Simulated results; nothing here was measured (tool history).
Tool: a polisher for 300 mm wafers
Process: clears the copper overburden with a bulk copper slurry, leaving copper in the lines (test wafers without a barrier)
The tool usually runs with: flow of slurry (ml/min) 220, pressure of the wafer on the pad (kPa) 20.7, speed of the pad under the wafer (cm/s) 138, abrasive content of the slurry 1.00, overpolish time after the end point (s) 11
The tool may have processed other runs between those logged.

run	day	flow of slurry (ml/min)	pressure of the wafer on the pad (kPa)	speed of the pad under the wafer (cm/s)	abrasive content of the slurry	overpolish time after the end point (s)	wafers since the last listed run	wafers polished on this pad	hours since the slurry nozzle was cleaned	hours since the head pressure was calibrated	hours since the slurry blender was calibrated	incoming thickness of the incoming film, nm	time until the end point was called (s)	dishing of a wide line in a test structure (angstrom)
1	0.000	165	20.7	138	1.00	11	0	919	33.0	62.8	203.6	1487.0	107.7	686
# day 0.092: slurry blender recalibrated
2	1.325	165	20.7	138	1.00	11	217	1137	64.8	94.6	29.6	1525.5	107.1	673
3	1.854	220	20.7	168	1.00	11	92	1229	77.5	107.3	42.3	1489.1	83.0	746
4	2.608	220	20.7	168	1.00	11	131	1361	95.6	125.4	60.4	1530.9	85.3	759
5	3.433	220	20.7	168	1.00	11	144	1505	115.4	145.2	80.2	1527.2	86.6	776
# day 3.779: worn pad replaced by a new one
6	4.400	220	20.7	138	1.00	11	139	108	138.6	168.4	103.4	1520.4	102.8	680
7	5.583	275	15.9	166	1.00	11	206	315	167.0	196.8	131.8	1525.1	112.7	672
8	6.117	220	20.7	138	1.00	11	93	409	179.8	209.6	144.6	1536.4	103.7	674
9	7.379	220	15.9	138	1.25	11	220	629	210.1	239.9	174.9	1523.0	129.6	606
10	8.567	220	23.4	138	1.00	11	207	837	238.6	268.4	203.4	1504.9	90.5	756
# day 8.821: slurry blender recalibrated
11	9.583	220	22.8	138	1.00	14	163	1000	263.0	292.8	18.3	1510.9	94.5	791
12	11.046	275	15.9	166	1.00	11	255	1256	298.1	327.9	53.4	1504.5	110.7	657
13	11.804	220	20.7	138	1.00	11	132	1388	316.3	346.1	71.6	1503.9	104.3	685
# day 12.017: worn pad replaced by a new one
14	12.304	165	26.2	110	1.20	11	58	50	328.3	358.1	83.6	1530.8	104.3	669
15	12.833	220	20.7	138	0.85	11	92	142	341.0	370.8	96.3	1504.8	106.7	688
16	13.421	220	20.7	138	1.00	11	102	245	355.1	384.9	110.4	1527.4	105.7	713
17	14.183	220	20.7	138	1.00	11	133	378	373.4	403.2	128.7	1526.1	105.0	667
18	14.904	220	20.7	94	1.00	11	126	505	390.7	420.5	146.0	1527.5	154.4	582
19	15.750	205	20.7	138	0.95	11	147	652	411.0	440.8	166.3	1519.3	107.5	683
20	16.296	265	20.7	138	1.00	4	95	748	424.1	453.9	179.4	1491.7	99.4	368
# day 16.475: slurry blender recalibrated
21	17.750	280	20.7	138	1.00	11	239	988	459.0	488.8	30.6	1523.4	100.8	698
22	18.883	185	14.5	138	0.85	11	198	1186	486.2	516.0	57.8	1519.3	157.1	560
# day 19.254: worn pad replaced by a new one
23	19.512	220	20.7	138	1.10	11	80	45	501.3	531.1	72.9	1493.0	99.2	681
24	20.575	275	15.2	154	1.00	14	185	231	526.8	556.6	98.4	1521.5	123.8	689
25	21.683	220	20.7	138	1.00	15	193	424	553.4	583.2	125.0	1512.8	101.0	762
26	22.646	220	20.7	138	1.00	11	168	593	576.5	606.3	148.1	1503.0	103.5	687
27	23.283	220	14.5	138	1.15	11	111	704	591.8	621.6	163.4	1540.8	148.0	577

Consider 5 possible next runs. They are alternatives, not a sequence: every one starts from the tool as it was left by run 27. What does each give?
A	23.304	220	20.7	138	1.25	11	3	708	592.3	622.1	163.9	1523.3	?	?
B	23.304	220	20.7	138	1.00	5	3	708	592.3	622.1	163.9	1523.3	?	?
C	23.304	220	24.8	138	1.00	11	3	708	592.3	622.1	163.9	1523.3	?	?
D	23.304	165	20.7	186	1.20	13	3	708	592.3	622.1	163.9	1523.3	?	?
E	23.304	200	20.7	138	1.00	11	3	708	592.3	622.1	163.9	1523.3	?	?

run	time until the end point was called (s)	dishing of a wide line in a test structure (angstrom)
A	100.5	701
B	105.4	446
C	87.9	751
D	78.7	793
E	106.9	685
The same runs, with their run-to-run variation unchanged, on a tool lacking any hidden condition would have given:
run	time until the end point was called (s)	dishing of a wide line in a test structure (angstrom)
A	100.5	701
B	105.4	446
C	87.9	751
D	78.7	793
E	106.9	685

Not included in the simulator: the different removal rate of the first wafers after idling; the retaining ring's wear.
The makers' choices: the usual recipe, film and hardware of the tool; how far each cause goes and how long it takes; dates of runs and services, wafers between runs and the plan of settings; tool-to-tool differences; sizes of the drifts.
